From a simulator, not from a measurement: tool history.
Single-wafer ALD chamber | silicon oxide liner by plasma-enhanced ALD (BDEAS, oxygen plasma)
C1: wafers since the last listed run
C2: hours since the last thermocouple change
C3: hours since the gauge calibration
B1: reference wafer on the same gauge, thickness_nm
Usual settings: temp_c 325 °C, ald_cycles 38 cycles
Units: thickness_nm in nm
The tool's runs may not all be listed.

run 1 hour=0 | temp_c=325 ald_cycles=38 | C1=0 C2=1082.9 C3=175.6 | B1=3.362 | thickness_nm=3.461
run 2 hour=14.7 | temp_c=325 ald_cycles=38 | C1=157 C2=1097.6 C3=190.3 | B1=3.36 | thickness_nm=3.47
run 3 hour=23.9 | temp_c=316 ald_cycles=38 | C1=98 C2=1106.8 C3=199.5 | B1=3.362 | thickness_nm=3.5
run 4 hour=30.2 | temp_c=316 ald_cycles=38 | C1=67 C2=1113.1 C3=205.8 | B1=3.364 | thickness_nm=3.52
run 5 hour=39.1 | temp_c=325 ald_cycles=38 | C1=95 C2=1122 C3=214.7 | B1=3.358 | thickness_nm=3.459
run 6 hour=49.1 | temp_c=325 ald_cycles=38 | C1=107 C2=1132 C3=224.7 | B1=3.363 | thickness_nm=3.481
run 7 hour=62.3 | temp_c=325 ald_cycles=38 | C1=141 C2=1145.2 C3=237.9 | B1=3.361 | thickness_nm=3.478
run 8 hour=72.3 | temp_c=325 ald_cycles=38 | C1=107 C2=1155.2 C3=247.9 | B1=3.357 | thickness_nm=3.464
run 9 hour=78.8 | temp_c=325 ald_cycles=38 | C1=69 C2=1161.7 C3=254.4 | B1=3.361 | thickness_nm=3.464
run 10 hour=91.4 | temp_c=319 ald_cycles=43 | C1=135 C2=1174.3 C3=267 | B1=3.358 | thickness_nm=3.944
run 11 hour=102.9 | temp_c=325 ald_cycles=38 | C1=123 C2=1185.8 C3=278.5 | B1=3.36 | thickness_nm=3.461
run 12 hour=109.4 | temp_c=320 ald_cycles=38 | C1=69 C2=1192.3 C3=285 | B1=3.361 | thickness_nm=3.488
run 13 hour=148.1 | temp_c=320 ald_cycles=38 | C1=414 C2=1231 C3=323.7 | B1=3.361 | thickness_nm=3.501
run 14 hour=158.7 | temp_c=325 ald_cycles=38 | C1=113 C2=1241.6 C3=334.3 | B1=3.361 | thickness_nm=3.463
run 15 hour=170.5 | temp_c=325 ald_cycles=38 | C1=126 C2=1253.4 C3=346.1 | B1=3.36 | thickness_nm=3.459
run 16 hour=179.7 | temp_c=328 ald_cycles=41 | C1=98 C2=1262.6 C3=355.3 | B1=3.357 | thickness_nm=3.73
run 17 hour=193.3 | temp_c=330 ald_cycles=44 | C1=145 C2=1276.2 C3=368.9 | B1=3.358 | thickness_nm=3.994
run 18 hour=203.4 | temp_c=335 ald_cycles=31 | C1=108 C2=1286.3 C3=379 | B1=3.362 | thickness_nm=2.789
run 19 hour=215.1 | temp_c=330 ald_cycles=35 | C1=125 C2=1298 C3=390.7 | B1=3.36 | thickness_nm=3.166
run 20 hour=233.1 | temp_c=316 ald_cycles=45 | C1=193 C2=1316 C3=408.7 | B1=3.357 | thickness_nm=4.152
run 21 hour=239.1 | temp_c=314 ald_cycles=44 | C1=64 C2=1322 C3=414.7 | B1=3.362 | thickness_nm=4.061
run 22 hour=248.8 | temp_c=325 ald_cycles=38 | C1=104 C2=1331.7 C3=424.4 | B1=3.358 | thickness_nm=3.47
run 23 hour=265.2 | temp_c=325 ald_cycles=38 | C1=175 C2=1348.1 C3=440.8 | B1=3.36 | thickness_nm=3.47
-- hour=269.7 gauge calibrated
run 24 hour=278.5 | temp_c=325 ald_cycles=38 | C1=142 C2=1361.4 C3=8.8 | B1=3.361 | thickness_nm=3.454

Forecast run 25:
run 25 hour=315 | temp_c=325 ald_cycles=31 | C1=391 C2=1397.9 C3=45.3 | B1=? | thickness_nm=?

{"run 25": {"B1": 3.358, "thickness_nm": 2.837}}
Without the tool's hidden state the same run would have given thickness_nm 2.837 nm.

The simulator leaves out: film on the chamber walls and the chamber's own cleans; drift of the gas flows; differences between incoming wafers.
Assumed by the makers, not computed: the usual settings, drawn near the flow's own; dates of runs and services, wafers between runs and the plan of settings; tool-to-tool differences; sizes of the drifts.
